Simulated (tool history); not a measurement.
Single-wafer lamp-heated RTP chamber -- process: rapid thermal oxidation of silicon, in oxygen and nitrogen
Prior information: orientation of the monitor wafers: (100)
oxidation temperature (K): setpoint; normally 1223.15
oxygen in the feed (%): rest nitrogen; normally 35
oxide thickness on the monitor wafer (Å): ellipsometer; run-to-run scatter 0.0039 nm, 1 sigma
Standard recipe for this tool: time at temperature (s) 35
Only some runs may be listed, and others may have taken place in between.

run	day	oxidation temperature (K)	time at temperature (s)	oxygen in the feed (%)	wafers since the last listed run	wafers since the last pyrometer calibration	hours since the oxygen flow controller was replaced	hours since the gauge calibration	read-back reference wafer on the same gauge, thickness	oxide thickness on the monitor wafer (Å)
1	0.000	1223.15	35	35	0	847	5952.5	597.9	2.449	25.94
2	2.379	1223.15	35	35	527	1375	6009.6	655.0	2.450	26.08
3	3.408	1223.15	35	35	228	1603	6034.3	679.7	2.450	25.99
# day 3.529: gauge calibrated
4	4.858	1204.15	35	35	321	1925	6069.1	31.9	2.451	24.40
5	5.879	1204.15	35	35	226	2151	6093.6	56.4	2.450	24.40
6	10.821	1223.15	35	35	1095	3247	6212.2	175.0	2.450	26.11
7	13.175	1223.15	35	35	522	3769	6268.7	231.5	2.449	26.13
8	14.633	1223.15	35	35	323	4093	6303.7	266.5	2.449	26.18
9	16.417	1223.15	35	24	395	4488	6346.5	309.3	2.450	24.76
10	18.529	1223.15	35	24	468	4957	6397.2	360.0	2.449	24.81
11	20.762	1223.15	35	35	495	5452	6450.8	413.6	2.450	26.25
12	22.008	1223.15	35	35	276	5728	6480.7	443.5	2.450	26.17
# day 23.204: oxygen flow controller replaced
13	24.117	1250.15	52	17	393	6122	21.9	494.1	2.450	28.70
14	25.538	1223.15	35	35	315	6437	56.0	528.2	2.451	26.27
15	28.300	1235.15	20	35	612	7050	122.3	594.5	2.450	24.12
16	30.462	1235.15	35	49	479	7529	174.2	646.4	2.450	29.74
17	32.496	1223.15	35	35	450	7980	223.0	695.2	2.449	26.31
# day 32.692: gauge calibrated
# day 32.958: pyrometer window cleaned and pyrometer calibrated
18	34.425	1243.15	35	17	353	325	269.3	41.6	2.449	25.03
19	37.271	1199.15	35	35	631	956	337.6	109.9	2.450	23.97
20	38.896	1199.15	35	35	360	1317	376.6	148.9	2.450	23.92
21	40.329	1197.15	28	17	317	1635	411.0	183.3	2.451	21.70
22	42.454	1214.15	49	25	471	2106	462.0	234.3	2.450	25.95
23	44.554	1198.15	50	17	465	2572	512.4	284.7	2.451	23.77

Here are 3 independent what-if runs from the current tool condition. What would each one return?
A	44.575	1223.15	35	35	4	2576	512.9	285.2	?	?
B	44.575	1223.15	48	18	4	2576	512.9	285.2	?	?
C	44.575	1243.15	18	25	4	2576	512.9	285.2	?	?

run	read-back reference wafer on the same gauge, thickness	oxide thickness on the monitor wafer (Å)
A	2.451	26.10
B	2.451	25.47
C	2.451	23.01
Stripped of hidden state, with their random variation kept, the same runs would have yielded:
run	oxide thickness on the monitor wafer (Å)
A	25.94
B	25.34
C	22.91
